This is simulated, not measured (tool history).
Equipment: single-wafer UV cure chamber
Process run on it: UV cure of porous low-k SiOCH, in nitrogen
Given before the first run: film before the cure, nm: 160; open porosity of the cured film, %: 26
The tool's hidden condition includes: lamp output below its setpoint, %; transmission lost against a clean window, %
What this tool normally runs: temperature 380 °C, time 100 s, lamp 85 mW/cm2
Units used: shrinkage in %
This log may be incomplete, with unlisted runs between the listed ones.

run	hour	temperature	time	lamp	wafers since the last listed run	hours since the UV bulbs were replaced	wafers since the quartz window was cleaned	shrinkage
1	0	380	100	85	0	1626.8	1133	7.371
2	6.2	380	100	85	51	1633	1185	7.404
3	12.7	380	100	85	54	1639.5	1240	7.505
4	24.7	380	100	85	100	1651.5	1340	7.444
5	36	380	100	85	94	1662.8	1435	7.531
6	51.7	380	100	85	131	1678.5	1567	7.592
7	58.8	380	130	85	59	1685.6	1626	8.548
8	65.9	380	100	85	59	1692.7	1686	7.388
# hour 74.5: quartz window cleaned
9	83.3	380	100	85	78	1710.1	73	7.768
10	135.9	380	100	85	440	1762.7	514	7.648
11	147.5	368	140	85	97	1774.3	612	8.49
12	162.3	368	140	85	124	1789.1	736	8.618
13	174.4	368	140	85	101	1801.2	837	8.692
14	183.2	395	70	85	73	1810	911	6.261
15	193.6	369	100	85	87	1820.4	998	7.119
16	200.8	369	100	85	60	1827.6	1058	7.209
17	211.8	369	100	85	92	1838.6	1151	7.272
18	225.5	380	100	85	114	1852.3	1266	7.524
# hour 247: quartz window cleaned
19	247.5	380	100	85	117	1874.3	4	7.123
20	285	380	100	85	314	1911.8	318	7.079
21	298.5	396	100	67	113	1925.3	431	6.121
22	315.6	373	100	85	143	1942.4	574	6.627
23	322.3	380	125	112	56	1949.1	631	8.637
24	330.5	380	125	112	68	1957.3	699	8.734
25	338.4	380	100	85	66	1965.2	766	6.635
26	351.9	385	55	112	113	1978.7	879	5.633
# hour 366.2: UV bulbs replaced
27	368.2	386	65	124	69	2	948	6.577
28	375.9	396	100	67	64	9.7	1013	6.075
# hour 391.1: quartz window cleaned, repeated, since the last time left the tool worse
29	391.6	380	120	60	64	25.4	4	7.236
30	426.3	394	135	95	290	60.1	295	9.714
31	441.8	380	100	85	129	75.6	425	7.693
32	455.1	369	100	108	111	88.9	536	8.295
33	468.4	380	130	85	111	102.2	648	8.639
34	477.8	360	150	56	78	111.6	726	7.191
35	494.9	391	100	102	143	128.7	870	8.639
36	512.1	380	160	72	144	145.9	1014	8.813
37	519.6	380	100	85	62	153.4	1077	7.523
38	528.9	380	100	85	77	162.7	1155	7.531
39	535.8	380	100	85	57	169.6	1213	7.378
40	542.6	394	150	114	57	176.4	1270	10.727
41	556.2	380	150	120	114	190	1384	10.524
42	562.7	373	100	85	54	196.5	1438	7.315
43	573.1	380	100	85	87	206.9	1525	7.434
44	585.4	386	100	85	103	219.2	1628	7.643
# hour 605.6: quartz window cleaned
45	606.1	390	100	85	106	239.9	4	8.125

Forecast run 46:
46	612.5	380	100	62	53	246.3	58	?

For run 46 the tool returned shrinkage 6.664 %.
Had the tool carried no hidden state, the very same run would have given shrinkage 6.708 %.
